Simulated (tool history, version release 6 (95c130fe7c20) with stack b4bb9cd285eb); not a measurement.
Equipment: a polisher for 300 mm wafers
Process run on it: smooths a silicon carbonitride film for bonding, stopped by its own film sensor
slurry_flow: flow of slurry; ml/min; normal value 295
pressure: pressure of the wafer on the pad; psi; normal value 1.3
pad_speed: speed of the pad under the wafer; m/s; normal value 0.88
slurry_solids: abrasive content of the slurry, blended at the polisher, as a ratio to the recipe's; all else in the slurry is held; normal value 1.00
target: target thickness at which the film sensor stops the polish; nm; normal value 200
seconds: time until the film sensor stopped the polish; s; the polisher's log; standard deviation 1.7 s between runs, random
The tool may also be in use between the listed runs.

| run | hour | slurry_flow | pressure | pad_speed | slurry_solids | target | wafers since the last listed run | wafers polished on this pad | hours since the slurry nozzle was cleaned | hours since the head pressure was calibrated | hours since the slurry blender was calibrated | incoming thickness of the incoming film, nm | seconds |
|---|---|---|---|---|---|---|---|---|---|---|---|---|---|
| 1 | 0.0 | 295 | 1.3 | 0.88 | 1.00 | 200 | 0 | 500 | 366.9 | 877.7 | 8.4 | 222.8 | 142.2 |
| 2 | 63.1 | 295 | 1.3 | 0.88 | 1.00 | 197 | 617 | 1118 | 430.0 | 940.8 | 71.5 | 218.9 | 135.9 |
|  | 71.0 | head pressure recalibrated |
| 3 | 110.1 | 295 | 1.3 | 0.88 | 1.00 | 197 | 440 | 1558 | 477.0 | 39.1 | 118.5 | 216.8 | 133.3 |
|  | 115.0 | slurry nozzle cleaned |
| 4 | 145.9 | 295 | 1.3 | 0.88 | 0.85 | 200 | 340 | 1899 | 30.9 | 74.9 | 154.3 | 220.3 | 150.3 |
| 5 | 206.3 | 295 | 1.3 | 0.88 | 0.85 | 200 | 591 | 2490 | 91.3 | 135.3 | 214.7 | 218.2 | 137.5 |
|  | 211.6 | worn pad replaced by a new one |
| 6 | 267.4 | 295 | 1.3 | 0.88 | 1.00 | 196 | 558 | 546 | 152.4 | 196.4 | 275.8 | 219.6 | 156.4 |
|  | 313.4 | slurry blender recalibrated |
| 7 | 323.7 | 295 | 1.3 | 0.88 | 1.00 | 196 | 531 | 1077 | 208.7 | 252.7 | 10.3 | 218.0 | 145.8 |
| 8 | 365.4 | 295 | 1.6 | 0.88 | 1.15 | 200 | 408 | 1485 | 250.4 | 294.4 | 52.0 | 217.3 | 83.3 |
| 9 | 433.7 | 295 | 1.6 | 0.88 | 1.15 | 200 | 668 | 2154 | 318.7 | 362.7 | 120.3 | 221.8 | 107.5 |
| 10 | 477.8 | 295 | 1.6 | 0.88 | 1.15 | 200 | 431 | 2585 | 362.8 | 406.8 | 164.4 | 219.3 | 93.8 |
|  | 526.4 | worn pad replaced by a new one |
| 11 | 526.9 | 295 | 1.5 | 0.88 | 1.00 | 200 | 441 | 4 | 411.9 | 455.9 | 213.5 | 220.5 | 117.3 |
|  | 586.2 | slurry blender recalibrated |
|  | 596.9 | slurry nozzle cleaned |
| 12 | 641.3 | 295 | 1.5 | 0.88 | 1.00 | 200 | 1090 | 1095 | 44.4 | 570.3 | 55.1 | 219.6 | 108.5 |
| 13 | 773.0 | 380 | 1.3 | 0.88 | 1.00 | 200 | 1289 | 2384 | 176.1 | 702.0 | 186.8 | 217.3 | 106.3 |
| 14 | 808.1 | 380 | 1.3 | 0.88 | 1.00 | 200 | 343 | 2727 | 211.2 | 737.1 | 221.9 | 217.7 | 110.6 |
|  | 831.8 | worn pad replaced by a new one, of another model than before |
| 15 | 842.0 | 295 | 1.3 | 0.88 | 1.00 | 196 | 292 | 100 | 245.1 | 771.0 | 255.8 | 220.3 | 155.8 |
|  | 894.5 | slurry blender recalibrated |
| 16 | 912.5 | 370 | 1.3 | 0.88 | 1.00 | 200 | 670 | 770 | 315.6 | 841.5 | 18.0 | 222.9 | 143.4 |
| 17 | 953.6 | 295 | 1.3 | 0.88 | 1.00 | 200 | 402 | 1172 | 356.7 | 882.6 | 59.1 | 218.8 | 117.8 |
| 18 | 1010.3 | 200 | 1.3 | 0.88 | 1.25 | 200 | 554 | 1727 | 413.4 | 939.3 | 115.8 | 220.6 | 122.6 |
|  | 1028.6 | slurry nozzle cleaned |
| 19 | 1079.0 | 295 | 1.3 | 0.88 | 1.00 | 196 | 662 | 2390 | 50.4 | 1008.0 | 184.5 | 220.4 | 153.1 |
|  | 1107.1 | head pressure recalibrated |
|  | 1122.4 | worn pad replaced by a new one |
| 20 | 1139.4 | 220 | 1.3 | 0.88 | 0.85 | 193 | 532 | 166 | 110.8 | 32.3 | 244.9 | 219.0 | 204.9 |
|  | 1194.8 | slurry blender recalibrated |
| 21 | 1195.3 | 295 | 1.3 | 0.88 | 1.00 | 196 | 527 | 693 | 166.7 | 88.2 | 0.5 | 220.1 | 159.6 |
| 22 | 1220.3 | 295 | 1.3 | 0.70 | 1.10 | 200 | 244 | 938 | 191.7 | 113.2 | 25.5 | 221.6 | 156.8 |
| 23 | 1271.5 | 295 | 1.3 | 0.88 | 1.00 | 200 | 501 | 1439 | 242.9 | 164.4 | 76.7 | 215.6 | 102.0 |
| 24 | 1309.6 | 295 | 1.1 | 0.88 | 1.00 | 200 | 372 | 1812 | 281.0 | 202.5 | 114.8 | 217.4 | 128.3 |
| 25 | 1340.8 | 295 | 1.3 | 0.66 | 1.00 | 204 | 305 | 2118 | 312.2 | 233.7 | 146.0 | 218.8 | 115.9 |
| 26 | 1394.1 | 205 | 1.3 | 0.88 | 1.20 | 197 | 521 | 2639 | 365.5 | 287.0 | 199.3 | 216.2 | 122.1 |
|  | 1411.2 | worn pad replaced by a new one |
| 27 | 1435.3 | 320 | 1.1 | 0.88 | 1.00 | 200 | 364 | 236 | 406.7 | 328.2 | 240.5 | 223.8 | 175.2 |
|  | 1459.1 | slurry nozzle cleaned |
| 28 | 1503.1 | 225 | 1.3 | 1.08 | 1.15 | 206 | 653 | 890 | 44.0 | 396.0 | 308.3 | 222.5 | 90.0 |

What if the next run were any one of these 4? Each begins from the tool's condition after run 28:
| A | 1503.6 | 295 | 1.3 | 0.88 | 1.00 | 200 | 4 | 894 | 44.5 | 396.5 | 308.8 | 222.7 | ? |
| B | 1503.6 | 295 | 1.5 | 0.88 | 1.00 | 206 | 4 | 894 | 44.5 | 396.5 | 308.8 | 222.7 | ? |
| C | 1503.6 | 205 | 1.3 | 0.88 | 1.00 | 196 | 4 | 894 | 44.5 | 396.5 | 308.8 | 222.7 | ? |
| D | 1503.6 | 295 | 1.7 | 0.88 | 1.00 | 200 | 4 | 894 | 44.5 | 396.5 | 308.8 | 222.7 | ? |

| run | seconds |
|---|---|
| A | 144.8 |
| B | 96.6 |
| C | 180.3 |
| D | 120.0 |
With no hidden state in the tool, these same runs would have given:
| run | seconds |
|---|---|
| A | 146.3 |
| B | 97.6 |
| C | 182.3 |
| D | 121.3 |
